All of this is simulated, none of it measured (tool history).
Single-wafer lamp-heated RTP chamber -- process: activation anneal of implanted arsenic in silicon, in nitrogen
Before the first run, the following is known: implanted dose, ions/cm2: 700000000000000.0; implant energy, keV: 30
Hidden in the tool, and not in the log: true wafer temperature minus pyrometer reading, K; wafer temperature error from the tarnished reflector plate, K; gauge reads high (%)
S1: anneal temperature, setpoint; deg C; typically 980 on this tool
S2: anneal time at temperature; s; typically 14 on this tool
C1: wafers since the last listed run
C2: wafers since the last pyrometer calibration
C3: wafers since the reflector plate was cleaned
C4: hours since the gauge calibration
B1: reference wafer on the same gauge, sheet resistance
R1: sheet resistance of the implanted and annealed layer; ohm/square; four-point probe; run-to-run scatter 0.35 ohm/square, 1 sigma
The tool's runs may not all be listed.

run	day	S1	S2	C1	C2	C3	C4	B1	R1
1	0	980	14	0	2652	10053	56.8	135.03	166.73
2	0.529	980	14	208	2860	10261	69.5	134.91	166
3	1.138	980	14	239	3100	10501	84.1	134.99	166.21
4	1.692	980	14	218	3319	10720	97.4	135.02	165.76
5	2.15	992	14	180	3500	10900	108.4	135	164.17
6	2.812	992	14	261	3761	11162	124.3	134.95	164.5
7	3.396	992	14	230	3991	11392	138.3	135.02	164.95
8	3.888	980	14	193	4185	11586	150.1	134.99	165.38
# day 4.483: pyrometer window cleaned and pyrometer calibrated
9	4.504	980	14	111	7	11697	164.9	135.03	167.29
10	4.917	980	14	162	170	11860	174.8	135.03	167.85
11	5.6	980	11	269	439	12130	191.2	134.97	168.23
12	5.908	980	14	121	561	12251	198.6	134.95	167.34
13	6.575	980	14	262	824	12514	214.6	134.93	167.83
14	7.112	980	14	211	1036	12726	227.5	135	167.41
# day 7.796: reflector plate cleaned
15	7.85	980	18	159	1195	20	245.2	134.93	165.64
16	8.346	980	14	195	1391	216	257.1	135.07	166.64
# day 8.529: gauge calibrated
17	8.842	971	19	195	1586	411	7.5	135.01	167.12

Forecast run 18:
18	9.5	980	20	259	1846	671	23.3	?	?

Run 18 measured B1 135.08, R1 164.58 ohm/square.
With no hidden state in the tool, this same run would have given R1 165.42 ohm/square.
